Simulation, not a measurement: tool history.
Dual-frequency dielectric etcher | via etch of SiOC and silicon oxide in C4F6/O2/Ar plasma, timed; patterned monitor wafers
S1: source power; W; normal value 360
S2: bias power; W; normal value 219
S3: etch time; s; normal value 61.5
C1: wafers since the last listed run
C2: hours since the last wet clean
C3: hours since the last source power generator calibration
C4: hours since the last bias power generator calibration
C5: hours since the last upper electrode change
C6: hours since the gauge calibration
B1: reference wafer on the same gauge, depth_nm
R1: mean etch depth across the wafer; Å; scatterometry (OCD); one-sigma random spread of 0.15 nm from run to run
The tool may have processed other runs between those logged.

{"run": 1, "hour": 0.0, "S1": 360, "S2": 219, "S3": 61.5, "C1": 0, "C2": 483.3, "C3": 3315.7, "C4": 3668.1, "C5": 4655.8, "C6": 168.3, "B1": 82.7, "R1": 697}
{"run": 2, "hour": 28.4, "S1": 360, "S2": 219, "S3": 61.5, "C1": 313, "C2": 511.7, "C3": 3344.1, "C4": 3696.5, "C5": 4684.2, "C6": 196.7, "B1": 82.7, "R1": 697}
{"run": 3, "hour": 42.2, "S1": 360, "S2": 219, "S3": 61.5, "C1": 152, "C2": 525.5, "C3": 3357.9, "C4": 3710.3, "C5": 4698, "C6": 210.5, "B1": 82.7, "R1": 699}
{"run": 4, "hour": 59.4, "S1": 360, "S2": 219, "S3": 61.5, "C1": 189, "C2": 542.7, "C3": 3375.1, "C4": 3727.5, "C5": 4715.2, "C6": 227.7, "B1": 82.7, "R1": 700}
{"run": 5, "hour": 87.0, "S1": 360, "S2": 219, "S3": 61.5, "C1": 304, "C2": 570.3, "C3": 3402.7, "C4": 3755.1, "C5": 4742.8, "C6": 255.3, "B1": 82.7, "R1": 697}
{"run": 6, "hour": 102.8, "S1": 360, "S2": 219, "S3": 61.5, "C1": 174, "C2": 586.1, "C3": 3418.5, "C4": 3770.9, "C5": 4758.6, "C6": 271.1, "B1": 82.6, "R1": 700}
{"hour": 105.3, "done": "gauge calibrated"}
{"hour": 156.7, "done": "wet clean of the chamber"}
{"run": 7, "hour": 157.2, "S1": 360, "S2": 219, "S3": 61.5, "C1": 335, "C2": 0.5, "C3": 3472.9, "C4": 3825.3, "C5": 4813, "C6": 51.9, "B1": 82.6, "R1": 711}
{"run": 8, "hour": 160.6, "S1": 360, "S2": 198, "S3": 61.5, "C1": 37, "C2": 3.9, "C3": 3476.3, "C4": 3828.7, "C5": 4816.4, "C6": 55.3, "B1": 82.7, "R1": 671}
{"hour": 175.2, "done": "source power generator calibrated"}
{"run": 9, "hour": 179.7, "S1": 330, "S2": 179, "S3": 78.5, "C1": 166, "C2": 23, "C3": 4.5, "C4": 3847.8, "C5": 4835.5, "C6": 74.4, "B1": 82.7, "R1": 793}
{"run": 10, "hour": 193.7, "S1": 360, "S2": 219, "S3": 76.5, "C1": 154, "C2": 37, "C3": 18.5, "C4": 3861.8, "C5": 4849.5, "C6": 88.4, "B1": 82.7, "R1": 886}
{"hour": 198.7, "done": "bias power generator calibrated"}
{"hour": 230.5, "done": "upper electrode replaced"}
{"run": 11, "hour": 231.0, "S1": 360, "S2": 265, "S3": 43.5, "C1": 102, "C2": 74.3, "C3": 55.8, "C4": 32.3, "C5": 0.5, "C6": 125.7, "B1": 82.7, "R1": 551}
{"run": 12, "hour": 235.6, "S1": 360, "S2": 187, "S3": 61.5, "C1": 50, "C2": 78.9, "C3": 60.4, "C4": 36.9, "C5": 5.1, "C6": 130.3, "B1": 82.7, "R1": 653}
{"run": 13, "hour": 248.9, "S1": 280, "S2": 194, "S3": 70, "C1": 146, "C2": 92.2, "C3": 73.7, "C4": 50.2, "C5": 18.4, "C6": 143.6, "B1": 82.8, "R1": 701}
{"run": 14, "hour": 272.8, "S1": 360, "S2": 198, "S3": 61.5, "C1": 263, "C2": 116.1, "C3": 97.6, "C4": 74.1, "C5": 42.3, "C6": 167.5, "B1": 82.7, "R1": 672}

What does the tool deliver on the next run?
{"run": 15, "hour": 301.9, "S1": 430, "S2": 219, "S3": 75, "C1": 321, "C2": 145.2, "C3": 126.7, "C4": 103.2, "C5": 71.4, "C6": 196.6, "B1": "?", "R1": "?"}

B1: 82.6
R1: 919 Å
With the hidden condition absent and the run-to-run variation left alone, this run would have shown R1 924 Å.
